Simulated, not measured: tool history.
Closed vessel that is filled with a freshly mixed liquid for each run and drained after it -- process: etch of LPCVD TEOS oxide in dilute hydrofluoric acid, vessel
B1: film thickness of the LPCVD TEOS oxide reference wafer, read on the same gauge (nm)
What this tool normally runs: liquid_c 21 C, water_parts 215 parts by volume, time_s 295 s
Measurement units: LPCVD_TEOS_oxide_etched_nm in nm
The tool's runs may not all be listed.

{"run": 1, "hour": 0.0, "liquid_c": 21, "water_parts": 190, "time_s": 295, "B1": 150.01, "LPCVD_TEOS_oxide_etched_nm": 20.36}
{"run": 2, "hour": 11.6, "liquid_c": 21, "water_parts": 190, "time_s": 295, "B1": 149.98, "LPCVD_TEOS_oxide_etched_nm": 20.29}
{"run": 3, "hour": 19.0, "liquid_c": 21, "water_parts": 190, "time_s": 295, "B1": 150.03, "LPCVD_TEOS_oxide_etched_nm": 20.25}
{"hour": 28.3, "done": "gauge calibrated"}
{"run": 4, "hour": 32.0, "liquid_c": 21, "water_parts": 215, "time_s": 295, "B1": 149.97, "LPCVD_TEOS_oxide_etched_nm": 17.43}
{"run": 5, "hour": 49.0, "liquid_c": 21, "water_parts": 215, "time_s": 295, "B1": 149.98, "LPCVD_TEOS_oxide_etched_nm": 17.54}
{"run": 6, "hour": 57.1, "liquid_c": 21, "water_parts": 215, "time_s": 295, "B1": 149.99, "LPCVD_TEOS_oxide_etched_nm": 17.5}
{"run": 7, "hour": 71.8, "liquid_c": 21, "water_parts": 215, "time_s": 295, "B1": 149.99, "LPCVD_TEOS_oxide_etched_nm": 17.55}
{"run": 8, "hour": 87.9, "liquid_c": 21, "water_parts": 215, "time_s": 295, "B1": 150.06, "LPCVD_TEOS_oxide_etched_nm": 17.54}
{"run": 9, "hour": 104.7, "liquid_c": 21, "water_parts": 215, "time_s": 295, "B1": 150, "LPCVD_TEOS_oxide_etched_nm": 17.45}
{"run": 10, "hour": 112.8, "liquid_c": 19.5, "water_parts": 215, "time_s": 295, "B1": 149.98, "LPCVD_TEOS_oxide_etched_nm": 16.32}
{"run": 11, "hour": 119.7, "liquid_c": 19.5, "water_parts": 215, "time_s": 295, "B1": 149.97, "LPCVD_TEOS_oxide_etched_nm": 16.63}
{"run": 12, "hour": 127.1, "liquid_c": 21, "water_parts": 285, "time_s": 370, "B1": 150.01, "LPCVD_TEOS_oxide_etched_nm": 15.59}
{"run": 13, "hour": 135.6, "liquid_c": 23.5, "water_parts": 280, "time_s": 160, "B1": 150.02, "LPCVD_TEOS_oxide_etched_nm": 7.53}
{"run": 14, "hour": 143.7, "liquid_c": 21, "water_parts": 160, "time_s": 405, "B1": 150.04, "LPCVD_TEOS_oxide_etched_nm": 34.24}
{"run": 15, "hour": 159.9, "liquid_c": 17, "water_parts": 305, "time_s": 425, "B1": 150.03, "LPCVD_TEOS_oxide_etched_nm": 14.04}
{"hour": 161.6, "done": "hydrofluoric acid flow meter replaced"}
{"run": 16, "hour": 174.1, "liquid_c": 23, "water_parts": 215, "time_s": 405, "B1": 149.99, "LPCVD_TEOS_oxide_etched_nm": 25.86}
{"hour": 184.5, "done": "gauge calibrated"}
{"run": 17, "hour": 192.0, "liquid_c": 21, "water_parts": 215, "time_s": 295, "B1": 149.94, "LPCVD_TEOS_oxide_etched_nm": 17.53}
{"run": 18, "hour": 199.6, "liquid_c": 21, "water_parts": 215, "time_s": 390, "B1": 150.01, "LPCVD_TEOS_oxide_etched_nm": 23.16}
{"hour": 204.0, "done": "thermometer replaced"}
{"run": 19, "hour": 206.5, "liquid_c": 24, "water_parts": 260, "time_s": 130, "B1": 150, "LPCVD_TEOS_oxide_etched_nm": 6.83}
{"run": 20, "hour": 222.0, "liquid_c": 21, "water_parts": 215, "time_s": 295, "B1": 149.98, "LPCVD_TEOS_oxide_etched_nm": 17.54}
{"run": 21, "hour": 237.1, "liquid_c": 23.5, "water_parts": 320, "time_s": 245, "B1": 149.96, "LPCVD_TEOS_oxide_etched_nm": 9.57}
{"run": 22, "hour": 251.5, "liquid_c": 22.5, "water_parts": 215, "time_s": 295, "B1": 149.97, "LPCVD_TEOS_oxide_etched_nm": 18.62}
{"run": 23, "hour": 262.0, "liquid_c": 21, "water_parts": 260, "time_s": 295, "B1": 150.04, "LPCVD_TEOS_oxide_etched_nm": 13.84}

Exercise: give the hidden state of the tool at every run:
liquid hotter than its thermometer reads (K): 0 across all the runs
hydrofluoric acid flow below the setpoint (%): 0 across all the runs
gauge reads high (%): 0 across all the runs
